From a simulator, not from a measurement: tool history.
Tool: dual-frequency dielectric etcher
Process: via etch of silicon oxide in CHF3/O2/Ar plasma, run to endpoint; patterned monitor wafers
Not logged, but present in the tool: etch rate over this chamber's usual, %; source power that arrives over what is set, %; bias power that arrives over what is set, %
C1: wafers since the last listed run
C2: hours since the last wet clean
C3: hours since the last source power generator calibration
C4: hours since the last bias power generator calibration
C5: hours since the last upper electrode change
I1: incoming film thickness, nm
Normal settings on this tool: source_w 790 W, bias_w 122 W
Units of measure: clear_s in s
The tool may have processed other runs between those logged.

Run 1, hour 0: usual settings but source_w 650 W, bias_w 141 W; C1 0; C2 123.8; C3 1206.5; C4 4032.8; C5 2804.9; I1 729. Result: clear_s 364.5 s.
Run 2, hour 44.4: usual settings; C1 207; C2 168.2; C3 1250.9; C4 4077.2; C5 2849.3; I1 725.2. Result: clear_s 351.9 s.
Run 3, hour 109.4: usual settings; C1 303; C2 233.2; C3 1315.9; C4 4142.2; C5 2914.3; I1 734.4. Result: clear_s 359.7 s.
Run 4, hour 169.3: usual settings; C1 279; C2 293.1; C3 1375.8; C4 4202.1; C5 2974.2; I1 726.6. Result: clear_s 366.1 s.
At hour 240.8: wet clean of the chamber.
Run 5, hour 343.9: usual settings but source_w 650 W; C1 702; C2 103.1; C3 1550.4; C4 4376.7; C5 3148.8; I1 725.1. Result: clear_s 378.4 s.
Run 6, hour 378.7: usual settings but source_w 650 W; C1 162; C2 137.9; C3 1585.2; C4 4411.5; C5 3183.6; I1 723.4. Result: clear_s 383.4 s.
At hour 403.9: upper electrode replaced.
Run 7, hour 412.2: usual settings but source_w 650 W; C1 44; C2 171.4; C3 1618.7; C4 4445; C5 8.3; I1 721.6. Result: clear_s 381.1 s.
Run 8, hour 436.2: usual settings but source_w 910 W; C1 111; C2 195.4; C3 1642.7; C4 4469; C5 32.3; I1 729.1. Result: clear_s 341 s.
At hour 491.1: source power generator calibrated.
Run 9, hour 494.1: usual settings but source_w 910 W; C1 251; C2 253.3; C3 3; C4 4526.9; C5 90.2; I1 724.2. Result: clear_s 345.6 s.
Run 10, hour 554.2: usual settings; C1 280; C2 313.4; C3 63.1; C4 4587; C5 150.3; I1 730.3. Result: clear_s 364.2 s.
At hour 610.2: wet clean of the chamber.
Run 11, hour 616.8: usual settings; C1 180; C2 6.6; C3 125.7; C4 4649.6; C5 212.9; I1 728.2. Result: clear_s 345.3 s.
Run 12, hour 645.7: usual settings but source_w 640 W, bias_w 139 W; C1 134; C2 35.5; C3 154.6; C4 4678.5; C5 241.8; I1 735. Result: clear_s 363.6 s.
Run 13, hour 671.1: usual settings but bias_w 97 W; C1 118; C2 60.9; C3 180; C4 4703.9; C5 267.2; I1 735.9. Result: clear_s 377.5 s.
At hour 738.2: bias power generator calibrated.
Run 14, hour 738.7: usual settings but source_w 620 W, bias_w 110 W; C1 296; C2 128.5; C3 247.6; C4 0.5; C5 334.8; I1 731.1. Result: clear_s 403.8 s.
Run 15, hour 802.1: usual settings but source_w 980 W, bias_w 148 W; C1 295; C2 191.9; C3 311; C4 63.9; C5 398.2; I1 729.4. Result: clear_s 309.7 s.
Run 16, hour 859.4: usual settings but source_w 740 W, bias_w 151 W; C1 267; C2 249.2; C3 368.3; C4 121.2; C5 455.5; I1 726.2. Result: clear_s 338.2 s.
Run 17, hour 922.8: usual settings but bias_w 146 W; C1 295; C2 312.6; C3 431.7; C4 184.6; C5 518.9; I1 731.3. Result: clear_s 341.7 s.
At hour 979.7: wet clean of the chamber.
Run 18, hour 980.2: usual settings; C1 155; C2 0.5; C3 489.1; C4 242; C5 576.3; I1 726. Result: clear_s 350.1 s.
Run 19, hour 1018.6: usual settings but source_w 950 W, bias_w 151 W; C1 179; C2 38.9; C3 527.5; C4 280.4; C5 614.7; I1 726.2. Result: clear_s 306.3 s.
Run 20, hour 1064.2: usual settings but source_w 610 W, bias_w 99 W; C1 212; C2 84.5; C3 573.1; C4 326; C5 660.3; I1 726.5. Result: clear_s 418.5 s.
Run 21, hour 1097.4: usual settings; C1 154; C2 117.7; C3 606.3; C4 359.2; C5 693.5; I1 720.7. Result: clear_s 348.7 s.
Run 22, hour 1132.6: usual settings but source_w 660 W, bias_w 142 W; C1 164; C2 152.9; C3 641.5; C4 394.4; C5 728.7; I1 731. Result: clear_s 362.1 s.

Each row is a separate what-if for the run after 22, all from the same tool condition, not one after another. Results?
Run A, hour 1133.1: usual settings; C1 2; C2 153.4; C3 642; C4 394.9; C5 729.2; I1 726.6. Result: clear_s ?.
Run B, hour 1133.1: usual settings but source_w 630 W, bias_w 100 W; C1 2; C2 153.4; C3 642; C4 394.9; C5 729.2; I1 726.6. Result: clear_s ?.
Run C, hour 1133.1: usual settings but source_w 600 W, bias_w 107 W; C1 2; C2 153.4; C3 642; C4 394.9; C5 729.2; I1 726.6. Result: clear_s ?.

run  clear_s
  A    362.2
  B    419.9
  C    418.7
What these runs would have given with no unlogged condition in the tool:
run  clear_s
  A    354.4
  B    410.9
  C    409.7
